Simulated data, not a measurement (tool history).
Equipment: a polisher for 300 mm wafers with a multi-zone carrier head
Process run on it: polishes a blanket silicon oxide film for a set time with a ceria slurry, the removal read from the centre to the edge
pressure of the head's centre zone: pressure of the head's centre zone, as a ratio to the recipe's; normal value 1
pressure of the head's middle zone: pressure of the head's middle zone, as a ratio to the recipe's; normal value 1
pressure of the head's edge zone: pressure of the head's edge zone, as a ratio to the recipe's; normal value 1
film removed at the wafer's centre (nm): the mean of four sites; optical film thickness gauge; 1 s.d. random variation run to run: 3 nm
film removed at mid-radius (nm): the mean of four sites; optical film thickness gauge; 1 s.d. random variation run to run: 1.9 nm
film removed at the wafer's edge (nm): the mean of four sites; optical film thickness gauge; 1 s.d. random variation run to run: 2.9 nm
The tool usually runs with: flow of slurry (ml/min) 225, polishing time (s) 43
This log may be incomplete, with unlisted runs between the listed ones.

run	day	flow of slurry (ml/min)	pressure of the head's centre zone	pressure of the head's middle zone	pressure of the head's edge zone	polishing time (s)	wafers since the last listed run	wafers polished on this pad	hours since the slurry nozzle was cleaned	hours since the centre zone pressure was calibrated	hours since the edge zone pressure was calibrated	hours since the carrier head's membrane was replaced	incoming thickness of the incoming film, nm	film removed at the wafer's centre (nm)	film removed at mid-radius (nm)	film removed at the wafer's edge (nm)
1	0	225	1	1	1	43	0	4782	450.4	431.1	350.8	792.7	1512.3	186.8	188.2	190.3
2	1.762	225	1	1	1	35	442	5224	492.7	473.4	393.1	835	1507.2	150.2	152.2	153.4
# day 3.488: worn pad replaced by a new one
# day 4.188: edge zone pressure recalibrated
3	5.254	225	1	1	1	35	813	422	576.5	557.2	25.6	918.8	1534.8	172	170.6	179.3
# day 6.262: centre zone pressure recalibrated
# day 6.892: slurry nozzle cleaned
4	8.992	190	1	1	1	43	906	1329	50.4	65.5	115.3	1008.5	1535	205	207.7	213.6
5	11.388	265	1	1	1	43	601	1930	107.9	123	172.8	1066	1526.6	210.1	213.4	215.8
6	13.6	265	1	1	1	43	555	2485	161	176.1	225.9	1119.1	1535.4	206.8	208.8	213.1
7	15.125	225	0.93	1	1	36	382	2868	197.6	212.7	262.5	1155.7	1551.9	158.4	167.2	171.3
8	21.596	225	1.1	1	1	43	1624	4492	352.9	368	417.8	1311	1526.9	213.8	190	192
# day 23.238: edge zone pressure recalibrated
9	23.567	225	1	1	1	43	473	4966	400.2	415.3	7.9	1358.3	1503.6	185.5	188.5	195
# day 23.917: worn pad replaced by a new one
# day 27.4: carrier head's membrane replaced by a new one
# day 29.279: centre zone pressure recalibrated
10	32.108	225	1	1	1	43	2028	1982	605.2	67.9	212.9	113	1524.3	200.9	203.2	206.5
11	33.929	225	1	1.12	1	43	457	2439	648.9	111.6	256.6	156.7	1543.4	202	220.7	201.9
# day 35.008: slurry nozzle cleaned
12	37.392	255	0.95	1.12	0.96	43	858	3298	57.2	194.7	339.7	239.8	1540.2	187	223.6	199.9
# day 46.2: worn pad replaced by a new one
# day 47.283: edge zone pressure recalibrated
13	50.092	225	1	0.9	1	43	3124	955	362	499.5	67.4	544.6	1515.8	205.2	192.2	219.1
# day 53.158: centre zone pressure recalibrated
14	53.983	190	0.9	1.04	1.1	43	955	1911	455.4	19.8	160.8	638	1506.9	180.6	210.2	216.6
15	58.296	145	1.08	1	1	38	1082	2994	558.9	123.3	264.3	741.5	1526.2	178.1	163.9	171.7
16	60.296	225	1	1	1	43	501	3496	606.9	171.3	312.3	789.5	1554.7	201.4	198.2	206
# day 60.988: slurry nozzle cleaned
17	63.171	150	1.04	1	1.11	43	711	4207	52.4	240.3	381.3	858.5	1518.3	189.6	181.1	197.3
18	66.271	185	0.92	1	1	43	778	4985	126.8	314.7	455.7	932.9	1529.4	163.5	180.9	188.6
# day 68.742: worn pad replaced by a new one
19	68.762	225	1	1	0.89	39	583	4	186.6	374.5	515.5	992.7	1545.8	182.9	193.3	188.2
# day 69.5: edge zone pressure recalibrated
20	71.688	290	0.91	0.92	1	43	713	718	256.8	444.7	52.5	1062.9	1558.3	194.8	201.1	218.4
21	73.612	225	1.05	1	1	39	483	1201	303	490.9	98.7	1109.1	1533.4	194	188.2	195
# day 76.096: centre zone pressure recalibrated
22	76.521	225	0.91	1	1	43	709	1910	372.8	10.2	168.5	1178.9	1506.5	186.9	208.3	211.6
23	79.192	225	1	1.1	0.9	33	670	2580	436.9	74.3	232.6	1243	1509.1	151	168.8	147.1

Each row is a separate what-if for the run after 23, all from the same tool condition, not one after another. Results?
A	79.208	225	1	1	1	43	4	2584	437.3	74.7	233	1243.4	1530.1	?	?	?
B	79.208	225	1	1.11	1	43	4	2584	437.3	74.7	233	1243.4	1530.1	?	?	?
C	79.208	225	1.06	1	1	43	4	2584	437.3	74.7	233	1243.4	1530.1	?	?	?

run	film removed at the wafer's centre (nm)	film removed at mid-radius (nm)	film removed at the wafer's edge (nm)
A	200	203.7	210.9
B	200.2	222.6	210.6
C	212.1	203.7	210.9
Take away the tool's hidden state, keep each run's random variation, and the runs would have read:
run	film removed at the wafer's centre (nm)	film removed at mid-radius (nm)	film removed at the wafer's edge (nm)
A	206.2	210	217.4
B	206.3	229.5	217.1
C	218.6	209.9	217.4
